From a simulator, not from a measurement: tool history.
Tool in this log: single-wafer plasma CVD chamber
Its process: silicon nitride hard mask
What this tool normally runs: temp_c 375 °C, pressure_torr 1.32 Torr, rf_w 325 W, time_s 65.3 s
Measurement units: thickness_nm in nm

run     day  temp_c  pressure_torr  rf_w  time_s  read-back reference wafer on the same gauge, thickness_nm  thickness_nm
  1       0     375           1.32   325    65.3                                                     78.295        75.161
  2    1.95     375           1.32   325    65.3                                                     78.247        75.787
  3   4.658     375           1.32   325    65.3                                                     78.328        75.355
  4   6.438     375           1.32   325    65.3                                                     78.296        75.466
  5   7.567     375           1.32   300    65.3                                                     78.327        69.793
      9.488  -- gauge calibrated
  6     9.8     375           1.32   300    65.3                                                     78.212        69.527
  7  11.304     375           1.32   325    65.3                                                     78.329        75.535
  8  12.496     375           1.32   325    65.3                                                     78.298        75.111
  9  14.421     375           1.32   325    65.3                                                      78.33         75.16
 10  17.279     375           1.32   325    65.3                                                     78.301        75.306
 11  18.771     375           1.32   325    65.3                                                     78.286        75.035
     19.196  -- RF generator calibrated
 12  21.338     375           1.63   270    65.3                                                      78.25        68.107
     21.983  -- capacitance manometer re-zeroed and calibrated
     22.788  -- thermocouple changed; heater temperature recalibrated
 13  22.808     375           1.32   325    65.3                                                     78.258        77.626
 14  25.358     390           1.32   325    60.2                                                     78.346        70.593
 15  27.546     375           1.32   325    76.2                                                     78.282        90.094
 16  28.838     375           1.22   280    65.3                                                      78.32        64.799
     29.804  -- showerhead replaced
 17  31.279     369           1.32   325    77.3                                                     78.257        91.044
 18  34.062     375           1.32   325    65.3                                                     78.279        76.801
     34.221  -- gauge calibrated
 19  36.821     371           1.32   325    65.3                                                     78.301        76.752
 20  39.492     375           1.23   305    65.3                                                     78.294        71.014
 21  40.625     362           1.32   325    65.3                                                     78.269        76.087
 22  43.271     368           1.32   325    65.3                                                     78.312        75.516

5 ways to go on from here, each from the tool as it stands after run 22. What would each give?
  A  43.288     375           1.32   325    65.3                                                          ?             ?
  B  43.288     371           1.22   325    65.3                                                          ?             ?
  C  43.288     388           1.32   295    72.5                                                          ?             ?
  D  43.288     369           1.19   325    60.5                                                          ?             ?
  E  43.288     375           1.55   370    65.3                                                          ?             ?

run  read-back reference wafer on the same gauge, thickness_nm  thickness_nm
  A                                                     78.262         75.57
  B                                                     78.262        74.071
  C                                                     78.262        76.065
  D                                                     78.262        68.222
  E                                                     78.262        88.307
Without the tool's hidden state the same runs would have given:
run  thickness_nm
  A         77.83
  B        76.285
  C        78.429
  D        70.262
  E        90.828

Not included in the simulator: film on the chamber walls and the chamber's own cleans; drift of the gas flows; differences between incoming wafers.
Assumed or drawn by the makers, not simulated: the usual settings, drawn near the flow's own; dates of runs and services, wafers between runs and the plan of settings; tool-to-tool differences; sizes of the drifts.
